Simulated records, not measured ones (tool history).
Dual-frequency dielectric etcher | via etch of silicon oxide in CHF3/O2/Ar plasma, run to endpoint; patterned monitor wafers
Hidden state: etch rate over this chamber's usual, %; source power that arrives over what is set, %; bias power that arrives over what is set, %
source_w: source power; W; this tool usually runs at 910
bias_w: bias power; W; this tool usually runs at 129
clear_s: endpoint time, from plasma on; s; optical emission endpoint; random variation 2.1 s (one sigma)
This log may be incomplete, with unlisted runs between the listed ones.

run,hour,source_w,bias_w,wafers since the last listed run,hours since the last wet clean,hours since the last source power generator calibration,hours since the last bias power generator calibration,hours since the last upper electrode change,"incoming incoming film thickness, nm",clear_s
1,0,810,106,0,267.4,2416.2,4056.9,5608.2,746.6,377
2,6.1,790,121,39,273.5,2422.3,4063,5614.3,752.5,374.4
3,17.5,790,121,73,284.9,2433.7,4074.4,5625.7,747.9,366.5
4,32.6,790,121,97,300,2448.8,4089.5,5640.8,736.9,362.7
5,42.9,910,115,66,310.3,2459.1,4099.8,5651.1,747.4,360.9
6,53.7,910,129,69,321.1,2469.9,4110.6,5661.9,748.2,348.2
7,90.8,1000,129,240,358.2,2507,4147.7,5699,746.5,334.8
8,102.3,1000,144,74,369.7,2518.5,4159.2,5710.5,746.2,329.1
9,111.6,910,144,60,379,2527.8,4168.5,5719.8,736.9,332
10,128.7,750,129,110,396.1,2544.9,4185.6,5736.9,739.7,363.1
11,142.4,750,129,88,409.8,2558.6,4199.3,5750.6,740.9,363.4
12,156.7,750,129,92,424.1,2572.9,4213.6,5764.9,744.1,361.6
# hour 163.7: source power generator calibrated
13,164.1,910,137,22,431.5,0.4,4221,5772.3,749.7,341.4
14,170.2,910,137,39,437.6,6.5,4227.1,5778.4,737.9,338.7
15,178.2,910,129,51,445.6,14.5,4235.1,5786.4,744.2,342
16,192.1,910,129,90,459.5,28.4,4249,5800.3,738.6,339.2
# hour 218.6: wet clean of the chamber
17,219.1,910,129,19,0.5,55.4,4276,5827.3,739.7,356
18,223.9,910,109,31,5.3,60.2,4280.8,5832.1,740.2,366.9
19,230.5,1080,142,42,11.9,66.8,4287.4,5838.7,747.4,330
# hour 246.5: bias power generator calibrated
# hour 260.6: upper electrode replaced
20,261.1,910,129,81,42.5,97.4,14.6,0.5,743.4,352.7
21,261.5,910,129,2,42.9,97.8,15,0.9,747.1,355.7
22,261.9,1030,118,2,43.3,98.2,15.4,1.3,741.9,346.2
23,270,910,102,52,51.4,106.3,23.5,9.4,750,376.5
24,286.1,790,149,104,67.5,122.4,39.6,25.5,744.9,358.7
25,299.3,910,129,85,80.7,135.6,52.8,38.7,739.9,353.5
26,307.7,910,129,54,89.1,144,61.2,47.1,742.9,351.5
27,316.7,910,129,58,98.1,153,70.2,56.1,746.6,355.6
28,325.1,740,117,54,106.5,161.4,78.6,64.5,754.9,388.3
29,336.4,680,156,73,117.8,172.7,89.9,75.8,746.7,366.7
30,343.5,1110,129,45,124.9,179.8,97,82.9,739.9,326.2
31,360.4,910,141,109,141.8,196.7,113.9,99.8,743.8,342.8
32,366.8,690,141,41,148.2,203.1,120.3,106.2,760,383
33,409.1,1040,129,273,190.5,245.4,162.6,148.5,748.3,336.1
34,420.9,910,153,76,202.3,257.2,174.4,160.3,744.6,338.8

Hidden condition of the tool, last listed run before each entry between runs versus first listed run after:
In the gap between runs 12 and 13: source power generator calibrated (hour 163.7)
  etch rate over this chamber's usual, %: 3.9 -> 3.97
  difference, measured minus the result without the unlogged condition, clear_s: -14.1 -> -13.5 s
In the gap between runs 16 and 17: wet clean of the chamber (hour 218.6)
  etch rate over this chamber's usual, %: 4.25 -> 0.19
  difference, measured minus the result without the unlogged condition, clear_s: -14.5 -> -0.7 s
In the gap between runs 19 and 20: bias power generator calibrated (hour 246.5); upper electrode replaced (hour 260.6)
  etch rate over this chamber's usual, %: 0.305 -> 0.612
  difference, measured minus the result without the unlogged condition, clear_s: -1 -> -2.1 s
